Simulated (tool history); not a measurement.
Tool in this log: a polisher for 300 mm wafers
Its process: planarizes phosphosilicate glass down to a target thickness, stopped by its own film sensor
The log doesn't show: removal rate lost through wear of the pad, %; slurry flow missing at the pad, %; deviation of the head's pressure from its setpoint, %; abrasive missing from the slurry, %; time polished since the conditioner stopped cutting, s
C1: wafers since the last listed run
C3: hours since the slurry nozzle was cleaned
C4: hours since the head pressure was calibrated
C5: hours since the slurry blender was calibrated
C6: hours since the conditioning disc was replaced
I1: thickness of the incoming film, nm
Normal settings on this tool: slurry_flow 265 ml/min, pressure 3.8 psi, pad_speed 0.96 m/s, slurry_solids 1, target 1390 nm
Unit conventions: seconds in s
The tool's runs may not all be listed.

run 1 hour=0 | slurry_flow=265 pressure=3.8 pad_speed=0.96 slurry_solids=1 target=1390 | C1=0 wafers_polished_on_this_pad=2178 C3=266.3 C4=191.8 C5=326.3 C6=231 | I1=2208.6 | seconds=77.3
-- hour=52.9 worn pad replaced by a new one
-- hour=88.6 slurry blender recalibrated
run 2 hour=93.5 | slurry_flow=265 pressure=3.8 pad_speed=0.96 slurry_solids=1 target=1390 | C1=621 wafers_polished_on_this_pad=274 C3=359.8 C4=285.3 C5=4.9 C6=324.5 | I1=2128.9 | seconds=72.6
run 3 hour=167.2 | slurry_flow=265 pressure=3.8 pad_speed=0.96 slurry_solids=1 target=1390 | C1=523 wafers_polished_on_this_pad=798 C3=433.5 C4=359 C5=78.6 C6=398.2 | I1=2172.9 | seconds=81.7
-- hour=199.4 slurry nozzle cleaned
-- hour=212.9 conditioning disc replaced and pad reconditioned
run 4 hour=234.3 | slurry_flow=265 pressure=3.8 pad_speed=0.96 slurry_solids=1 target=1597 | C1=455 wafers_polished_on_this_pad=1253 C3=34.9 C4=426.1 C5=145.7 C6=21.4 | I1=2126.1 | seconds=49.7
run 5 hour=330.6 | slurry_flow=265 pressure=3.8 pad_speed=0.96 slurry_solids=1 target=1597 | C1=684 wafers_polished_on_this_pad=1938 C3=131.2 C4=522.4 C5=242 C6=117.7 | I1=2167.1 | seconds=53.8
-- hour=343.7 head pressure recalibrated
run 6 hour=378.8 | slurry_flow=265 pressure=3.8 pad_speed=0.96 slurry_solids=1 target=1597 | C1=328 wafers_polished_on_this_pad=2266 C3=179.4 C4=35.1 C5=290.2 C6=165.9 | I1=2183.9 | seconds=54.5
-- hour=403.2 worn pad replaced by a new one
run 7 hour=475.6 | slurry_flow=265 pressure=3.8 pad_speed=0.96 slurry_solids=1 target=1390 | C1=659 wafers_polished_on_this_pad=514 C3=276.2 C4=131.9 C5=387 C6=262.7 | I1=2149.4 | seconds=73.3
-- hour=493 slurry blender recalibrated
run 8 hour=563.2 | slurry_flow=265 pressure=3.8 pad_speed=0.96 slurry_solids=1 target=1390 | C1=608 wafers_polished_on_this_pad=1122 C3=363.8 C4=219.5 C5=70.2 C6=350.3 | I1=2147.3 | seconds=73.3
-- hour=570.5 slurry nozzle cleaned
-- hour=589.2 conditioning disc replaced and pad reconditioned
run 9 hour=633.5 | slurry_flow=265 pressure=3.8 pad_speed=0.96 slurry_solids=1 target=1390 | C1=478 wafers_polished_on_this_pad=1601 C3=63 C4=289.8 C5=140.5 C6=44.3 | I1=2135.6 | seconds=68.7
run 10 hour=735.1 | slurry_flow=265 pressure=3.8 pad_speed=0.96 slurry_solids=0.9 target=1603 | C1=722 wafers_polished_on_this_pad=2323 C3=164.6 C4=391.4 C5=242.1 C6=145.9 | I1=2163.5 | seconds=56
run 11 hour=792.6 | slurry_flow=210 pressure=4.9 pad_speed=0.8 slurry_solids=1 target=1193 | C1=408 wafers_polished_on_this_pad=2732 C3=222.1 C4=448.9 C5=299.6 C6=203.4 | I1=2162.8 | seconds=85.5
-- hour=823.1 worn pad replaced by a new one
-- hour=854 head pressure recalibrated
run 12 hour=864.6 | slurry_flow=265 pressure=2.7 pad_speed=0.96 slurry_solids=1 target=1390 | C1=469 wafers_polished_on_this_pad=281 C3=294.1 C4=10.6 C5=371.6 C6=275.4 | I1=2155.9 | seconds=98.9
-- hour=911 slurry blender recalibrated
run 13 hour=928.6 | slurry_flow=265 pressure=3.8 pad_speed=0.96 slurry_solids=1 target=1390 | C1=440 wafers_polished_on_this_pad=721 C3=358.1 C4=74.6 C5=17.6 C6=339.4 | I1=2217.4 | seconds=82.5

Run 14, settings as shown, results not yet in. Your forecast:
-- hour=938.3 slurry nozzle cleaned
-- hour=956.7 conditioning disc replaced and pad reconditioned
run 14 hour=997.2 | slurry_flow=230 pressure=3.8 pad_speed=0.96 slurry_solids=1.25 target=1390 | C1=466 wafers_polished_on_this_pad=1188 C3=58.9 C4=143.2 C5=86.2 C6=40.5 | I1=2172.8 | seconds=?

Run 14 yielded seconds 69.1 s.
If the tool had no hidden condition, the same run with the same run-to-run variation would have returned seconds 68.3 s.
